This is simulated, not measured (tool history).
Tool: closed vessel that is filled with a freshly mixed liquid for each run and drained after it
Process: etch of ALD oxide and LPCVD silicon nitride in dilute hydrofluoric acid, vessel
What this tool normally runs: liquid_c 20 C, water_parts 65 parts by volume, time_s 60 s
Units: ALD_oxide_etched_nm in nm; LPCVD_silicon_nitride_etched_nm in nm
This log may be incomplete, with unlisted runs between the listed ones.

run	hour	liquid_c	water_parts	time_s	wafers since the last listed run	hours since the thermometer was replaced	hours since the hydrofluoric acid flow meter was replaced	hours since the gauge calibration	read-back film thickness of the ALD oxide reference wafer, read on the same gauge (nm)	read-back film thickness of the LPCVD silicon nitride reference wafer, read on the same gauge (nm)	ALD_oxide_etched_nm	LPCVD_silicon_nitride_etched_nm
1	0	24	65	60	0	1545.4	712.2	420.7	139.97	100.019	22.39	0.622
2	77.8	24	65	60	9561	1623.2	790	498.5	139.99	99.99	22.61	0.621
3	163	20	65	60	10470	1708.4	875.2	583.7	139.98	100.015	19.41	0.499
4	206.4	20	65	60	5333	1751.8	918.6	627.1	140.01	99.992	19.49	0.488
5	284.2	20	65	60	9561	1829.6	996.4	704.9	139.96	99.998	19.35	0.497
6	384.6	20	65	60	12338	1930	1096.8	805.3	139.97	99.995	19.37	0.515
7	428.2	20	65	60	5358	1973.6	1140.4	848.9	140	99.991	19.46	0.486
8	470	20	65	60	5136	2015.4	1182.2	890.7	140.01	100.027	19.48	0.481
9	524.2	20	35	70	6660	2069.6	1236.4	944.9	140	100.013	43.82	0.918
10	591.9	24.5	55	80	8319	2137.3	1304.1	1012.6	140.04	99.983	37.68	1.071
11	667.7	20	40	35	9315	2213.1	1379.9	1088.4	139.99	100.005	19.52	0.467
12	767.7	22	50	60	12289	2313.1	1479.9	1188.4	140	99.992	28.4	0.753
13	867.3	20	65	95	12240	2412.7	1579.5	1288	140	99.986	31.51	0.764
14	912.8	21.5	65	80	5591	2458.2	1625	1333.5	139.99	99.984	28.61	0.78
15	1002.9	18.5	40	60	11072	2548.3	1715.1	1423.6	140.03	99.995	31.65	0.779
16	1064.2	17	75	75	7533	2609.6	1776.4	1484.9	139.99	99.981	19.08	0.466
# hour 1067.2: hydrofluoric acid flow meter replaced
# hour 1119.5: thermometer replaced
17	1120.7	20	65	60	6697	1.2	53.5	1541.4	140.05	100.023	17.69	0.471
18	1200.3	17	65	60	9782	80.8	133.1	1621	140.01	100.009	15.57	0.346
# hour 1231.4: gauge calibrated
19	1256	20	65	60	6845	136.5	188.8	24.6	139.99	100.023	17.86	0.424
20	1514.4	23	85	85	31755	394.9	447.2	283	140	100.016	21.52	0.648
21	1571.6	20	65	95	7029	452.1	504.4	340.2	140.03	100.01	28.88	0.669
22	1637.5	20	65	60	8098	518	570.3	406.1	140	99.978	18.28	0.389
23	1915.2	24	95	95	34127	795.7	848	683.8	140.02	100.005	22.77	0.692
24	1958.8	20	80	60	5358	839.3	891.6	727.4	140.04	99.995	14.75	0.324
25	2019.7	17	55	60	7484	900.2	952.5	788.3	139.97	100.001	19.55	0.405

5 options for the next run, each taken on its own from the tool as it stands now. Forecast them:
A	2020.4	20	65	60	86	900.9	953.2	789	?	?	?	?
B	2020.4	24	65	80	86	900.9	953.2	789	?	?	?	?
C	2020.4	23.5	50	60	86	900.9	953.2	789	?	?	?	?
D	2020.4	22	65	90	86	900.9	953.2	789	?	?	?	?
E	2020.4	17	65	45	86	900.9	953.2	789	?	?	?	?

run	read-back film thickness of the ALD oxide reference wafer, read on the same gauge (nm)	read-back film thickness of the LPCVD silicon nitride reference wafer, read on the same gauge (nm)	ALD_oxide_etched_nm	LPCVD_silicon_nitride_etched_nm
A	140.02	99.978	18.44	0.446
B	140.02	99.978	28.98	0.779
C	140.02	99.978	28.24	0.731
D	140.02	99.978	30.05	0.767
E	140.02	99.978	12.18	0.272
With no hidden state in the tool, these same runs would have given:
run	ALD_oxide_etched_nm	LPCVD_silicon_nitride_etched_nm
A	17.4	0.413
B	27.38	0.723
C	26.67	0.678
D	28.37	0.71
E	11.49	0.251

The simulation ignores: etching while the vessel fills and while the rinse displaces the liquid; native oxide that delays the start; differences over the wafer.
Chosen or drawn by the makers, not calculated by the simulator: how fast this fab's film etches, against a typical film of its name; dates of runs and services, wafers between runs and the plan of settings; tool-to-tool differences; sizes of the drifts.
